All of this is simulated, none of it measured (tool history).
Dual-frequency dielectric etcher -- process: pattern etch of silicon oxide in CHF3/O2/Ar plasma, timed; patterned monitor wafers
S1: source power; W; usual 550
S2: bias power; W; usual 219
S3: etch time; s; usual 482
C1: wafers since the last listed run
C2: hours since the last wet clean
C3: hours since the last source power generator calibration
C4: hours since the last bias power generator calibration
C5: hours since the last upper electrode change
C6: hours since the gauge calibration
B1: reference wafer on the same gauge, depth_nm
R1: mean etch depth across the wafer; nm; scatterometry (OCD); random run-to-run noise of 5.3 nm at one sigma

| run | day | S1 | S2 | S3 | C1 | C2 | C3 | C4 | C5 | C6 | B1 | R1 |
|---|---|---|---|---|---|---|---|---|---|---|---|---|
| 1 | 0 | 550 | 219 | 482 | 0 | 61.4 | 742.8 | 1023.7 | 1574.6 | 307.6 | 817.1 | 990.7 |
| 2 | 2.654 | 550 | 219 | 482 | 313 | 125.1 | 806.5 | 1087.4 | 1638.3 | 371.3 | 816.7 | 990.7 |
| 3 | 5.212 | 490 | 219 | 482 | 302 | 186.5 | 867.9 | 1148.8 | 1699.7 | 432.7 | 817 | 922.1 |
| 4 | 7.7 | 490 | 219 | 482 | 294 | 246.2 | 927.6 | 1208.5 | 1759.4 | 492.4 | 816.8 | 927.8 |
| 5 | 9.446 | 550 | 207 | 482 | 206 | 288.1 | 969.5 | 1250.4 | 1801.3 | 534.3 | 816.9 | 955 |
| 6 | 11.892 | 550 | 207 | 482 | 289 | 346.8 | 1028.2 | 1309.1 | 1860 | 593 | 817.7 | 942.7 |
|  | 17.867 | wet clean of the chamber |
| 7 | 17.888 | 470 | 219 | 482 | 590 | 0.5 | 1172.1 | 1453 | 2003.9 | 736.9 | 817.2 | 862.3 |
| 8 | 18.762 | 590 | 219 | 482 | 103 | 21.5 | 1193.1 | 1474 | 2024.9 | 757.9 | 816.7 | 971.5 |
| 9 | 21.725 | 590 | 219 | 482 | 350 | 92.6 | 1264.2 | 1545.1 | 2096 | 829 | 817.5 | 964.1 |
|  | 24.842 | wet clean of the chamber, repeated, since the last time left the tool worse |
| 10 | 24.862 | 590 | 219 | 482 | 252 | 0.5 | 1339.5 | 1620.4 | 2171.3 | 904.3 | 817.1 | 1025.7 |
|  | 25.808 | gauge calibrated |
|  | 27.142 | upper electrode replaced |
| 11 | 27.162 | 460 | 245 | 381.5 | 153 | 55.7 | 1394.7 | 1675.6 | 0.5 | 32.5 | 816.5 | 753 |
| 12 | 29.117 | 490 | 219 | 445.5 | 231 | 102.6 | 1441.6 | 1722.5 | 47.4 | 79.4 | 815.8 | 863.4 |
|  | 29.583 | bias power generator calibrated |
| 13 | 30.433 | 450 | 241 | 526 | 135 | 134.2 | 1473.2 | 20.4 | 79 | 111 | 816.6 | 1006.6 |
|  | 33.542 | source power generator calibrated |
| 14 | 37.983 | 550 | 219 | 482 | 872 | 315.4 | 106.6 | 201.6 | 260.2 | 292.2 | 817.3 | 965.5 |
| 15 | 40.383 | 440 | 219 | 575.5 | 283 | 373 | 164.2 | 259.2 | 317.8 | 349.8 | 817 | 1041.2 |
| 16 | 42.079 | 550 | 219 | 482 | 200 | 413.7 | 204.9 | 299.9 | 358.5 | 390.5 | 817.7 | 957.5 |
| 17 | 44.942 | 460 | 234 | 606.5 | 338 | 482.4 | 273.6 | 368.6 | 427.2 | 459.2 | 815.8 | 1149 |
|  | 46.592 | wet clean of the chamber |
| 18 | 46.612 | 420 | 219 | 482 | 79 | 0.5 | 313.7 | 408.7 | 467.3 | 499.3 | 816.9 | 874.3 |
| 19 | 49.254 | 600 | 178 | 408 | 312 | 63.9 | 377.1 | 472.1 | 530.7 | 562.7 | 817.5 | 806.5 |
| 20 | 50.808 | 420 | 203 | 396.5 | 183 | 101.2 | 414.4 | 509.4 | 568 | 600 | 816.8 | 698.7 |

Here are 5 independent what-if runs from the current tool condition. What would each one return?
| A | 50.833 | 550 | 219 | 482 | 2 | 101.8 | 415 | 510 | 568.6 | 600.6 | ? | ? |
| B | 50.833 | 500 | 237 | 591.5 | 2 | 101.8 | 415 | 510 | 568.6 | 600.6 | ? | ? |
| C | 50.833 | 550 | 267 | 527 | 2 | 101.8 | 415 | 510 | 568.6 | 600.6 | ? | ? |
| D | 50.833 | 550 | 219 | 390 | 2 | 101.8 | 415 | 510 | 568.6 | 600.6 | ? | ? |
| E | 50.833 | 550 | 233 | 482 | 2 | 101.8 | 415 | 510 | 568.6 | 600.6 | ? | ? |

| run | B1 | R1 |
|---|---|---|
| A | 816.4 | 987.4 |
| B | 816.4 | 1198.2 |
| C | 816.4 | 1174 |
| D | 816.4 | 799 |
| E | 816.4 | 1013.6 |
Had the tool no hidden state, the same runs would have come out as:
| run | R1 |
|---|---|
| A | 991.9 |
| B | 1203.6 |
| C | 1179.3 |
| D | 802.5 |
| E | 1018.2 |

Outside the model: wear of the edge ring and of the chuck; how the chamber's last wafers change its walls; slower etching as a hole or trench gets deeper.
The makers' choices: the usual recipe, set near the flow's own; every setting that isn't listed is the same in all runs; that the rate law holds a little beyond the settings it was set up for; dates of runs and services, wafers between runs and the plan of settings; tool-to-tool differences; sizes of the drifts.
